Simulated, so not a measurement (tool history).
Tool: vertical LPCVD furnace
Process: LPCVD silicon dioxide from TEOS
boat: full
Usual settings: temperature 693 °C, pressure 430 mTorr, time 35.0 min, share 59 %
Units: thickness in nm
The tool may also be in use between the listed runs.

| run | hour | temperature | pressure | time | share | read-back reference wafer on the same gauge, thickness | thickness |
|---|---|---|---|---|---|---|---|
| 1 | 0.0 | 693 | 430 | 35.0 | 59 | 268.09 | 229.63 |
| 2 | 85.9 | 697 | 430 | 35.0 | 59 | 267.92 | 253.54 |
| 3 | 126.7 | 697 | 430 | 35.0 | 59 | 268.34 | 252.50 |
| 4 | 210.4 | 697 | 430 | 35.0 | 59 | 267.98 | 254.21 |
| 5 | 268.4 | 693 | 430 | 35.0 | 59 | 268.59 | 231.30 |
| 6 | 325.9 | 693 | 430 | 35.0 | 59 | 267.96 | 230.64 |
| 7 | 392.9 | 693 | 430 | 35.0 | 59 | 268.28 | 231.12 |
| 8 | 451.3 | 693 | 430 | 35.0 | 59 | 267.71 | 230.30 |
| 9 | 544.8 | 693 | 530 | 35.0 | 59 | 268.11 | 255.81 |
| 10 | 637.0 | 693 | 430 | 23.0 | 59 | 267.86 | 150.92 |
| 11 | 682.6 | 688 | 520 | 38.5 | 52 | 268.24 | 234.21 |
| 12 | 767.8 | 697 | 390 | 39.5 | 63 | 267.69 | 281.95 |
| 13 | 821.2 | 693 | 430 | 28.0 | 59 | 268.05 | 184.14 |
| 14 | 902.5 | 693 | 460 | 21.5 | 59 | 267.95 | 146.36 |
| 15 | 957.6 | 693 | 430 | 35.0 | 59 | 268.31 | 229.73 |
| 16 | 1014.8 | 693 | 430 | 35.0 | 59 | 268.17 | 230.68 |
| 17 | 1122.5 | 687 | 430 | 35.0 | 59 | 267.68 | 200.58 |
| 18 | 1189.8 | 693 | 430 | 35.0 | 59 | 268.26 | 228.22 |
|  | 1224.6 | thermocouples replaced and temperature profile calibrated |
| 19 | 1247.9 | 697 | 520 | 35.0 | 59 | 267.87 | 279.13 |
| 20 | 1304.7 | 689 | 460 | 48.0 | 53 | 268.33 | 280.89 |
| 21 | 1353.0 | 689 | 430 | 35.0 | 59 | 268.07 | 209.15 |

The next listed run, before its measurement:
|  | 1413.2 | pressure gauge zeroed |
| 22 | 1415.9 | 699 | 355 | 35.0 | 59 | ? | ? |

read-back reference wafer on the same gauge, thickness: 268.27
thickness: 246.71 nm
Without the tool's hidden state the same run would have given thickness 246.97 nm.

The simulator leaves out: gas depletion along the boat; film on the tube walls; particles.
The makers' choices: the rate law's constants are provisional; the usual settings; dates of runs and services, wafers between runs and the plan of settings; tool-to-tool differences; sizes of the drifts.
